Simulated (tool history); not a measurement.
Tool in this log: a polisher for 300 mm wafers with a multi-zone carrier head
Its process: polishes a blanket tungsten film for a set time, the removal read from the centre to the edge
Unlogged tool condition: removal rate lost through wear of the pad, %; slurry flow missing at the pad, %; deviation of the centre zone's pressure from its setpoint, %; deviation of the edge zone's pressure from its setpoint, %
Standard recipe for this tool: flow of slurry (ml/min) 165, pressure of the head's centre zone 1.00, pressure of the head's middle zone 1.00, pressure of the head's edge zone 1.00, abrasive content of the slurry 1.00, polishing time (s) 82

run   hour  flow of slurry (ml/min)  pressure of the head's centre zone  pressure of the head's middle zone  pressure of the head's edge zone  abrasive content of the slurry  polishing time (s)  wafers since the last listed run  wafers polished on this pad  hours since the slurry nozzle was cleaned  hours since the centre zone pressure was calibrated  hours since the edge zone pressure was calibrated  hours since the carrier head's membrane was replaced  incoming thickness of the incoming film, nm  film removed at the wafer's centre (angstrom)  film removed at mid-radius (angstrom)  film removed at the wafer's edge (angstrom)
  1    0.0                      165                                1.00                                1.00                              1.00                            1.00                  82                                 0                          680                                      266.8                                                676.9                                              469.6                                                 576.3                                       1559.6                                           3581                                   3690                                         3693
      59.5  -- worn pad replaced by a new one
  2   60.0                      165                                1.00                                1.00                              1.00                            1.00                  82                               361                            3                                      326.8                                                736.9                                              529.6                                                 636.3                                       1551.3                                           3706                                   3812                                         3928
     101.4  -- slurry nozzle cleaned
  3  123.4                      165                                1.00                                1.00                              1.00                            1.00                  82                               402                          405                                       22.0                                                800.3                                              593.0                                                 699.7                                       1581.6                                           3490                                   3680                                         3691
  4  155.8                      165                                1.00                                1.00                              1.00                            1.00                  82                               208                          614                                       54.4                                                832.7                                              625.4                                                 732.1                                       1543.3                                           3526                                   3677                                         3690
  5  205.6                      165                                1.00                                1.00                              1.00                            1.00                  82                               321                          935                                      104.2                                                882.5                                              675.2                                                 781.9                                       1548.5                                           3440                                   3666                                         3635
     228.2  -- worn pad replaced by a new one
  6  261.0                      185                                1.00                                1.00                              1.00                            1.15                  82                               331                          211                                      159.6                                                937.9                                              730.6                                                 837.3                                       1556.6                                           3782                                   3922                                         3946
  7  323.4                      185                                1.00                                1.00                              1.00                            1.15                  82                               402                          613                                      222.0                                               1000.3                                              793.0                                                 899.7                                       1565.8                                           3640                                   3800                                         3884
     360.2  -- centre zone pressure recalibrated
  8  360.7                      185                                1.00                                1.00                              1.00                            1.15                  82                               227                          841                                      259.3                                                  0.5                                              830.3                                                 937.0                                       1586.6                                           3796                                   3893                                         3854
     384.3  -- worn pad replaced by a new one
  9  407.7                      165                                1.00                                1.00                              1.00                            1.00                  88                               277                          151                                      306.3                                                 47.5                                              877.3                                                 984.0                                       1564.3                                           4024                                   4061                                         4118
 10  453.0                      165                                1.00                                1.00                              1.00                            1.00                  82                               292                          443                                      351.6                                                 92.8                                              922.6                                                1029.3                                       1555.0                                           3672                                   3641                                         3688
     500.4  -- slurry nozzle cleaned
 11  520.1                      165                                1.00                                1.00                              1.00                            0.75                  82                               426                          869                                       19.7                                                159.9                                              989.7                                                1096.4                                       1558.1                                           3336                                   3440                                         3450
     534.8  -- edge zone pressure recalibrated
     554.5  -- carrier head's membrane replaced by a new one
     563.2  -- worn pad replaced by a new one
 12  564.4                      165                                1.00                                1.00                              1.00                            1.00                  82                               214                            7                                       64.0                                                204.2                                               29.6                                                   9.9                                       1560.2                                           3859                                   3855                                         3934
 13  600.0                      165                                1.00                                1.00                              1.06                            1.00                  82                               229                          237                                       99.6                                                239.8                                               65.2                                                  45.5                                       1558.9                                           3701                                   3739                                         3917
 14  631.5                      185                                1.00                                1.00                              1.00                            1.00                 101                               203                          440                                      131.1                                                271.3                                               96.7                                                  77.0                                       1553.2                                           4657                                   4634                                         4611
 15  667.5                      165                                1.06                                1.00                              1.00                            1.00                  82                               232                          672                                      167.1                                                307.3                                              132.7                                                 113.0                                       1546.7                                           3737                                   3696                                         3664
 16  719.0                      115                                1.09                                1.00                              1.06                            1.00                  82                               332                         1004                                      218.6                                                358.8                                              184.2                                                 164.5                                       1553.0                                           3477                                   3425                                         3610
     731.5  -- worn pad replaced by a new one
 17  761.3                      165                                1.00                                1.00                              1.00                            1.00                  82                               246                          192                                      260.9                                                401.1                                              226.5                                                 206.8                                       1546.9                                           3606                                   3762                                         3817
 18  786.4                      165                                1.00                                1.10                              1.00                            1.00                  82                               161                          353                                      286.0                                                426.2                                              251.6                                                 231.9                                       1573.8                                           3583                                   4033                                         3712

Each row is a separate what-if for the run after 18, all from the same tool condition, not one after another. Results?
  A  786.8                      165                                1.00                                1.00                              1.00                            1.00                  82                                 2                          356                                      286.4                                                426.6                                              252.0                                                 232.3                                       1566.2                                              ?                                      ?                                            ?
  B  786.8                      165                                1.00                                1.00                              1.09                            1.00                  82                                 2                          356                                      286.4                                                426.6                                              252.0                                                 232.3                                       1566.2                                              ?                                      ?                                            ?
  C  786.8                      165                                1.00                                0.93                              1.00                            1.00                 109                                 2                          356                                      286.4                                                426.6                                              252.0                                                 232.3                                       1566.2                                              ?                                      ?                                            ?
  D  786.8                      165                                1.00                                1.04                              1.00                            1.00                  63                                 2                          356                                      286.4                                                426.6                                              252.0                                                 232.3                                       1566.2                                              ?                                      ?                                            ?
  E  786.8                      210                                1.00                                0.96                              1.00                            1.00                  82                                 2                          356                                      286.4                                                426.6                                              252.0                                                 232.3                                       1566.2                                              ?                                      ?                                            ?

run  film removed at the wafer's centre (angstrom)  film removed at mid-radius (angstrom)  film removed at the wafer's edge (angstrom)
  A                                           3550                                   3657                                         3692
  B                                           3550                                   3656                                         3852
  C                                           4717                                   4574                                         4912
  D                                           2728                                   2904                                         2835
  E                                           3684                                   3652                                         3785
Without the tool's hidden state the same runs would have given:
run  film removed at the wafer's centre (angstrom)  film removed at mid-radius (angstrom)  film removed at the wafer's edge (angstrom)
  A                                           3877                                   3868                                         3906
  B                                           3877                                   3867                                         4075
  C                                           5151                                   4837                                         5196
  D                                           2980                                   3072                                         2999
  E                                           4023                                   3863                                         4004
